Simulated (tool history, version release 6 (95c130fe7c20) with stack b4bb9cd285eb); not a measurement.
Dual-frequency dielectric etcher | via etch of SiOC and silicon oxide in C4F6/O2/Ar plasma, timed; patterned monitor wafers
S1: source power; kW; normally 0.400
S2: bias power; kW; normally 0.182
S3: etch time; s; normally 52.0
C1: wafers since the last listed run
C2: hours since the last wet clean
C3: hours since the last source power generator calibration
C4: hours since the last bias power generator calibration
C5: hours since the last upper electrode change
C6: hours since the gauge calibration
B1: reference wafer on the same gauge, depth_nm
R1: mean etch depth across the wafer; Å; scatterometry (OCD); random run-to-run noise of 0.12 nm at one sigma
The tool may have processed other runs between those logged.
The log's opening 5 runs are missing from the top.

| run | hour | S1 | S2 | S3 | C1 | C2 | C3 | C4 | C5 | C6 | B1 | R1 |
|---|---|---|---|---|---|---|---|---|---|---|---|---|
| 6 | 137.1 | 0.400 | 0.182 | 52.0 | 272 | 70.8 | 165.3 | 114.4 | 4954.0 | 831.1 | 54.1 | 580 |
| 7 | 170.8 | 0.400 | 0.182 | 52.0 | 338 | 104.5 | 199.0 | 148.1 | 4987.7 | 864.8 | 54.1 | 581 |
| 8 | 196.5 | 0.400 | 0.182 | 52.0 | 258 | 130.2 | 224.7 | 173.8 | 5013.4 | 890.5 | 54.1 | 581 |
|  | 223.4 | gauge calibrated |
| 9 | 225.0 | 0.400 | 0.138 | 64.5 | 286 | 158.7 | 253.2 | 202.3 | 5041.9 | 1.6 | 54.1 | 619 |
| 10 | 253.4 | 0.400 | 0.149 | 64.5 | 285 | 187.1 | 281.6 | 230.7 | 5070.3 | 30.0 | 54.1 | 649 |
| 11 | 274.0 | 0.330 | 0.224 | 52.0 | 207 | 207.7 | 302.2 | 251.3 | 5090.9 | 50.6 | 54.2 | 613 |
| 12 | 299.4 | 0.400 | 0.182 | 52.0 | 255 | 233.1 | 327.6 | 276.7 | 5116.3 | 76.0 | 54.1 | 580 |
| 13 | 314.2 | 0.400 | 0.182 | 52.0 | 148 | 247.9 | 342.4 | 291.5 | 5131.1 | 90.8 | 54.1 | 582 |
| 14 | 347.6 | 0.400 | 0.182 | 52.0 | 335 | 281.3 | 375.8 | 324.9 | 5164.5 | 124.2 | 54.1 | 580 |
| 15 | 369.2 | 0.400 | 0.182 | 60.5 | 217 | 302.9 | 397.4 | 346.5 | 5186.1 | 145.8 | 54.1 | 674 |
| 16 | 400.0 | 0.500 | 0.182 | 56.0 | 309 | 333.7 | 428.2 | 377.3 | 5216.9 | 176.6 | 54.1 | 668 |
| 17 | 419.3 | 0.400 | 0.182 | 47.5 | 194 | 353.0 | 447.5 | 396.6 | 5236.2 | 195.9 | 54.1 | 530 |
| 18 | 455.1 | 0.400 | 0.158 | 60.0 | 359 | 388.8 | 483.3 | 432.4 | 5272.0 | 231.7 | 54.1 | 624 |
| 19 | 475.8 | 0.470 | 0.182 | 66.5 | 208 | 409.5 | 504.0 | 453.1 | 5292.7 | 252.4 | 54.1 | 778 |
|  | 503.5 | upper electrode replaced |
| 20 | 504.0 | 0.350 | 0.196 | 38.5 | 42 | 437.7 | 532.2 | 481.3 | 0.5 | 280.6 | 54.1 | 430 |
| 21 | 507.5 | 0.300 | 0.182 | 52.0 | 35 | 441.2 | 535.7 | 484.8 | 4.0 | 284.1 | 54.1 | 538 |
| 22 | 530.0 | 0.400 | 0.182 | 52.0 | 226 | 463.7 | 558.2 | 507.3 | 26.5 | 306.6 | 54.1 | 582 |
| 23 | 557.4 | 0.470 | 0.226 | 52.0 | 275 | 491.1 | 585.6 | 534.7 | 53.9 | 334.0 | 54.1 | 678 |
| 24 | 585.3 | 0.490 | 0.182 | 58.5 | 280 | 519.0 | 613.5 | 562.6 | 81.8 | 361.9 | 54.1 | 691 |
|  | 620.0 | wet clean of the chamber |
| 25 | 620.5 | 0.450 | 0.182 | 38.5 | 112 | 0.5 | 648.7 | 597.8 | 117.0 | 397.1 | 54.1 | 444 |
| 26 | 620.9 | 0.490 | 0.228 | 52.0 | 4 | 0.9 | 649.1 | 598.2 | 117.4 | 397.5 | 54.1 | 690 |
| 27 | 645.3 | 0.400 | 0.182 | 52.0 | 245 | 25.3 | 673.5 | 622.6 | 141.8 | 421.9 | 54.1 | 580 |
| 28 | 668.2 | 0.310 | 0.182 | 52.0 | 230 | 48.2 | 696.4 | 645.5 | 164.7 | 444.8 | 54.1 | 542 |
| 29 | 694.9 | 0.320 | 0.200 | 37.5 | 268 | 74.9 | 723.1 | 672.2 | 191.4 | 471.5 | 54.1 | 414 |
| 30 | 721.1 | 0.300 | 0.208 | 58.0 | 263 | 101.1 | 749.3 | 698.4 | 217.6 | 497.7 | 54.1 | 640 |

Alternative continuations, all from the tool just after run 30; predict every row:
| A | 721.5 | 0.400 | 0.208 | 52.0 | 4 | 101.5 | 749.7 | 698.8 | 218.0 | 498.1 | ? | ? |
| B | 721.5 | 0.360 | 0.182 | 65.0 | 4 | 101.5 | 749.7 | 698.8 | 218.0 | 498.1 | ? | ? |
| C | 721.5 | 0.370 | 0.182 | 41.0 | 4 | 101.5 | 749.7 | 698.8 | 218.0 | 498.1 | ? | ? |
| D | 721.5 | 0.470 | 0.138 | 52.0 | 4 | 101.5 | 749.7 | 698.8 | 218.0 | 498.1 | ? | ? |

| run | B1 | R1 |
|---|---|---|
| A | 54.1 | 623 |
| B | 54.1 | 706 |
| C | 54.1 | 449 |
| D | 54.1 | 526 |
The same runs, with their run-to-run variation unchanged, on a tool lacking any hidden condition would have given:
| run | R1 |
|---|---|
| A | 623 |
| B | 706 |
| C | 449 |
| D | 526 |
